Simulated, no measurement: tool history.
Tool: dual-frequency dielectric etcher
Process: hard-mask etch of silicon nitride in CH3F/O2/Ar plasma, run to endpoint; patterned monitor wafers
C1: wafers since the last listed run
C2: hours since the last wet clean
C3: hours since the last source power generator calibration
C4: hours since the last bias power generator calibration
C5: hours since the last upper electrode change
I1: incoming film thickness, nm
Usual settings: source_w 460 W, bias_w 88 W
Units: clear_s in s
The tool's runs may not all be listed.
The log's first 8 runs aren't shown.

Run 9, hour 368.6: usual settings; C1 416; C2 287.3; C3 1117.3; C4 1138.3; C5 1859.4; I1 45.29. Result: clear_s 54.2 s.
Run 10, hour 400.9: usual settings; C1 250; C2 319.6; C3 1149.6; C4 1170.6; C5 1891.7; I1 45.08. Result: clear_s 53.6 s.
Run 11, hour 457.4: usual settings; C1 438; C2 376.1; C3 1206.1; C4 1227.1; C5 1948.2; I1 45.47. Result: clear_s 53.5 s.
At hour 484.6: wet clean of the chamber.
Run 12, hour 485.1: usual settings; C1 28; C2 0.5; C3 1233.8; C4 1254.8; C5 1975.9; I1 45.75. Result: clear_s 57.9 s.
Run 13, hour 517.4: usual settings; C1 250; C2 32.8; C3 1266.1; C4 1287.1; C5 2008.2; I1 45.16. Result: clear_s 56.9 s.
Run 14, hour 574.8: usual settings but source_w 500 W, bias_w 75 W; C1 445; C2 90.2; C3 1323.5; C4 1344.5; C5 2065.6; I1 45.57. Result: clear_s 58.2 s.
Run 15, hour 612.1: usual settings but source_w 500 W, bias_w 75 W; C1 289; C2 127.5; C3 1360.8; C4 1381.8; C5 2102.9; I1 45.79. Result: clear_s 58.4 s.
Run 16, hour 656: usual settings but source_w 500 W, bias_w 75 W; C1 341; C2 171.4; C3 1404.7; C4 1425.7; C5 2146.8; I1 45.88. Result: clear_s 57.8 s.
Run 17, hour 718.6: usual settings but source_w 410 W, bias_w 99 W; C1 486; C2 234; C3 1467.3; C4 1488.3; C5 2209.4; I1 45.91. Result: clear_s 56.7 s.

Run 18 comes next. What will it give?
Run 18, hour 778.6: usual settings but source_w 560 W; C1 466; C2 294; C3 1527.3; C4 1548.3; C5 2269.4; I1 45.1. Result: clear_s ?.

clear_s: 51.2 s
Without the tool's hidden state the same run would have given clear_s 52.3 s.
